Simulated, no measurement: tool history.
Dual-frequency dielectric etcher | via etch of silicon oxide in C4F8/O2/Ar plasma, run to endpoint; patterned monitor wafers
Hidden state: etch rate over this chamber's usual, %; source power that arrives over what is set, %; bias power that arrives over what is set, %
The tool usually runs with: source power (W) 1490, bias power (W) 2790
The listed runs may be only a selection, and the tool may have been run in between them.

run   hour  source power (W)  bias power (W)  wafers since the last listed run  hours since the last wet clean  hours since the last source power generator calibration  hours since the last bias power generator calibration  hours since the last upper electrode change  incoming incoming film thickness, nm  endpoint time (s)
  1      0              1490            2790                                 0                           445.5                                                   2823.6                                                 1238.9                                       2711.6                                1930.5              364.7
  2   27.7              1710            2790                                76                           473.2                                                   2851.3                                                 1266.6                                       2739.3                                1923.5              350.9
  3   46.7              1490            2790                                52                           492.2                                                   2870.3                                                 1285.6                                       2758.3                                1930.7              364.6
      76.3  -- wet clean of the chamber
  4   76.8              1490            2790                                16                             0.5                                                   2900.4                                                 1315.7                                       2788.4                                1907.2              374.6
  5     86              1490            2790                                25                             9.7                                                   2909.6                                                 1324.9                                       2797.6                                1934.2                379
  6  100.7              1490            2790                                40                            24.4                                                   2924.3                                                 1339.6                                       2812.3                                1921.3              375.7
  7  117.4              1280            3254                                46                            41.1                                                     2941                                                 1356.3                                         2829                                1926.9              374.7
  8  130.6              1490            2790                                36                            54.3                                                   2954.2                                                 1369.5                                       2842.2                                1931.8              375.1
  9  164.9              1360            2790                                95                            88.6                                                   2988.5                                                 1403.8                                       2876.5                                  1942              383.5
 10  178.8              1360            2790                                38                           102.5                                                   3002.4                                                 1417.7                                       2890.4                                1943.4              387.2
 11    192              1360            2790                                36                           115.7                                                   3015.6                                                 1430.9                                       2903.6                                1945.4              385.9
 12  219.6              1490            2790                                76                           143.3                                                   3043.2                                                 1458.5                                       2931.2                                1926.7              377.9
 13  251.1              1490            2790                                87                           174.8                                                   3074.7                                                   1490                                       2962.7                                1920.4              372.9
 14  317.5              1490            2790                               184                           241.2                                                   3141.1                                                 1556.4                                       3029.1                                1936.2              372.4
     325.2  -- bias power generator calibrated
 15  341.6              1490            2790                                55                           265.3                                                   3165.2                                                   16.4                                       3053.2                                1943.6              375.4
 16  376.2              1490            2790                                95                           299.9                                                   3199.8                                                     51                                       3087.8                                1939.6              369.1
 17  391.1              1490            2790                                41                           314.8                                                   3214.7                                                   65.9                                       3102.7                                1954.8              370.4
 18  422.4              1490            2790                                86                           346.1                                                     3246                                                   97.2                                         3134                                1916.4              365.1
 19  437.5              1190            2313                                41                           361.2                                                   3261.1                                                  112.3                                       3149.1                                1905.6              426.2
 20  469.4              1490            2790                                88                           393.1                                                     3293                                                  144.2                                         3181                                  1936              370.1
 21  493.4              1490            3205                                66                           417.1                                                     3317                                                  168.2                                         3205                                1935.2              346.9
 22  508.3              1490            2790                                41                             432                                                   3331.9                                                  183.1                                       3219.9                                1960.6              375.3
 23  524.1              1490            2790                                43                           447.8                                                   3347.7                                                  198.9                                       3235.7                                1925.7              364.6

For run 24, what comes out?
     555.6  -- wet clean of the chamber
 24  556.1              1490            2790                                22                             0.5                                                   3379.7                                                  230.9                                       3267.7                                1939.3                  ?

endpoint time (s): 407.4
On a tool with no hidden condition, and with the same random variation, this run would have come out at endpoint time (s) 379.3.

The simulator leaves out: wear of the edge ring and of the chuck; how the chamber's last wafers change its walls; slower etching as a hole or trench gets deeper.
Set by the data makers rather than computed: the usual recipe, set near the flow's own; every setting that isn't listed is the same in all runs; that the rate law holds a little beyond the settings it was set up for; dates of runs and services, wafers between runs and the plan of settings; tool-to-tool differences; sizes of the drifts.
